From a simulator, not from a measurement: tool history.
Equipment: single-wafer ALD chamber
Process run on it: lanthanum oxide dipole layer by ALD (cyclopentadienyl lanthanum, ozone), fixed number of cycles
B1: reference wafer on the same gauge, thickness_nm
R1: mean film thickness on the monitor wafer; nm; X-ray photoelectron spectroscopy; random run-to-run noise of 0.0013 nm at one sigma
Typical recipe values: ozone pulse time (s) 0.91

{"run": 1, "hour": 0.0, "ozone pulse time (s)": 0.91, "B1": 0.623, "R1": 0.507}
{"run": 2, "hour": 11.1, "ozone pulse time (s)": 0.91, "B1": 0.623, "R1": 0.509}
{"run": 3, "hour": 25.2, "ozone pulse time (s)": 0.91, "B1": 0.623, "R1": 0.509}
{"run": 4, "hour": 32.2, "ozone pulse time (s)": 0.72, "B1": 0.623, "R1": 0.451}
{"run": 5, "hour": 38.7, "ozone pulse time (s)": 0.72, "B1": 0.623, "R1": 0.452}
{"run": 6, "hour": 50.5, "ozone pulse time (s)": 0.91, "B1": 0.623, "R1": 0.508}
{"run": 7, "hour": 62.9, "ozone pulse time (s)": 0.91, "B1": 0.623, "R1": 0.509}
{"run": 8, "hour": 72.0, "ozone pulse time (s)": 0.91, "B1": 0.623, "R1": 0.505}
{"hour": 75.5, "done": "gauge calibrated"}
{"run": 9, "hour": 86.3, "ozone pulse time (s)": 1, "B1": 0.623, "R1": 0.524}
{"run": 10, "hour": 93.6, "ozone pulse time (s)": 1, "B1": 0.622, "R1": 0.524}
{"hour": 105.8, "done": "thermocouple changed; heater temperature recalibrated"}
{"hour": 107.0, "done": "showerhead replaced"}
{"run": 11, "hour": 107.5, "ozone pulse time (s)": 0.91, "B1": 0.623, "R1": 0.502}
{"run": 12, "hour": 110.3, "ozone pulse time (s)": 0.91, "B1": 0.623, "R1": 0.504}
{"run": 13, "hour": 122.7, "ozone pulse time (s)": 1.02, "B1": 0.623, "R1": 0.528}
{"run": 14, "hour": 140.6, "ozone pulse time (s)": 0.91, "B1": 0.623, "R1": 0.5}
{"run": 15, "hour": 157.2, "ozone pulse time (s)": 0.61, "B1": 0.623, "R1": 0.402}
{"hour": 182.7, "done": "ozone generator serviced"}
{"run": 16, "hour": 183.2, "ozone pulse time (s)": 1.23, "B1": 0.623, "R1": 0.573}
{"run": 17, "hour": 183.5, "ozone pulse time (s)": 0.76, "B1": 0.623, "R1": 0.481}
{"run": 18, "hour": 199.5, "ozone pulse time (s)": 0.91, "B1": 0.623, "R1": 0.521}
{"run": 19, "hour": 216.8, "ozone pulse time (s)": 1.21, "B1": 0.623, "R1": 0.574}
{"run": 20, "hour": 228.1, "ozone pulse time (s)": 0.91, "B1": 0.623, "R1": 0.522}
{"run": 21, "hour": 236.5, "ozone pulse time (s)": 0.91, "B1": 0.623, "R1": 0.522}
{"run": 22, "hour": 243.1, "ozone pulse time (s)": 0.91, "B1": 0.623, "R1": 0.52}
{"run": 23, "hour": 279.1, "ozone pulse time (s)": 0.59, "B1": 0.623, "R1": 0.412}
{"run": 24, "hour": 291.7, "ozone pulse time (s)": 0.91, "B1": 0.623, "R1": 0.52}
{"run": 25, "hour": 306.8, "ozone pulse time (s)": 0.91, "B1": 0.623, "R1": 0.52}
{"run": 26, "hour": 314.7, "ozone pulse time (s)": 1.14, "B1": 0.623, "R1": 0.559}
{"run": 27, "hour": 349.9, "ozone pulse time (s)": 0.56, "B1": 0.623, "R1": 0.401}

For run 28, what comes out?
{"run": 28, "hour": 364.3, "ozone pulse time (s)": 0.77, "B1": "?", "R1": "?"}

B1: 0.623
R1: 0.481 nm
Were there no unlogged condition in the tool, this run, its random variation unchanged, would have produced R1 0.484 nm.
